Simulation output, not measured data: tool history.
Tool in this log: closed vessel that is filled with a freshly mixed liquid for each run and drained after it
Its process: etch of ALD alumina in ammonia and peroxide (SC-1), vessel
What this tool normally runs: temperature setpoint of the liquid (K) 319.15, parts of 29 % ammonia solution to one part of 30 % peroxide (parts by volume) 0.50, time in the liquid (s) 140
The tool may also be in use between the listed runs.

run   hour  temperature setpoint of the liquid (K)  parts of 29 % ammonia solution to one part of 30 % peroxide (parts by volume)  time in the liquid (s)  read-back film thickness of the ALD alumina reference wafer, read on the same gauge (nm)  thickness taken off the ALD alumina on a monitor wafer (Å)
  1    0.0                                  319.15                                                                           0.50                     140                                                                                   100.023                                                       47.37
  2   17.2                                  319.15                                                                           0.50                     140                                                                                   100.033                                                       47.36
  3   32.1                                  319.15                                                                           0.50                     140                                                                                    99.995                                                       47.50
  4   48.1                                  319.15                                                                           0.50                     140                                                                                   100.000                                                       47.48
  5   60.6                                  319.15                                                                           0.50                     140                                                                                   100.013                                                       47.36
      63.9  -- ammonia flow meter replaced
  6   70.2                                  319.15                                                                           0.50                     140                                                                                   100.001                                                       47.70
      72.7  -- new drum of ammonia solution connected
  7   81.9                                  319.15                                                                           0.40                     140                                                                                    99.995                                                       46.20
  8   91.0                                  319.15                                                                           0.50                     140                                                                                   100.006                                                       47.61
      95.7  -- gauge calibrated
     105.6  -- thermometer replaced
  9  108.8                                  314.65                                                                           0.50                      75                                                                                    99.983                                                       19.60
 10  123.0                                  319.15                                                                           0.50                     140                                                                                    99.985                                                       47.42
 11  131.4                                  315.15                                                                           0.25                     180                                                                                   100.016                                                       44.92
 12  144.6                                  327.15                                                                           0.50                     140                                                                                   100.009                                                       72.92
 13  151.2                                  319.15                                                                           0.70                      95                                                                                    99.956                                                       33.50
 14  159.6                                  327.15                                                                           0.50                     140                                                                                    99.989                                                       73.47
 15  168.3                                  322.65                                                                           0.40                      65                                                                                    99.992                                                       25.94

What if the next run were any one of these 4? Each begins from the tool's condition after run 15:
  A  169.0                                  319.15                                                                           0.50                     165                                                                                         ?                                                           ?
  B  169.0                                  319.15                                                                           0.30                     140                                                                                         ?                                                           ?
  C  169.0                                  319.15                                                                           0.35                     205                                                                                         ?                                                           ?
  D  169.0                                  319.15                                                                           0.70                     140                                                                                         ?                                                           ?

run  read-back film thickness of the ALD alumina reference wafer, read on the same gauge (nm)  thickness taken off the ALD alumina on a monitor wafer (Å)
  A                                                                                    99.986                                                       55.88
  B                                                                                    99.986                                                       45.16
  C                                                                                    99.986                                                       67.10
  D                                                                                    99.986                                                       48.96
With the hidden condition removed and each run's random variation left untouched, the same runs would have given:
run  thickness taken off the ALD alumina on a monitor wafer (Å)
  A                                                       55.88
  B                                                       45.16
  C                                                       67.10
  D                                                       48.96
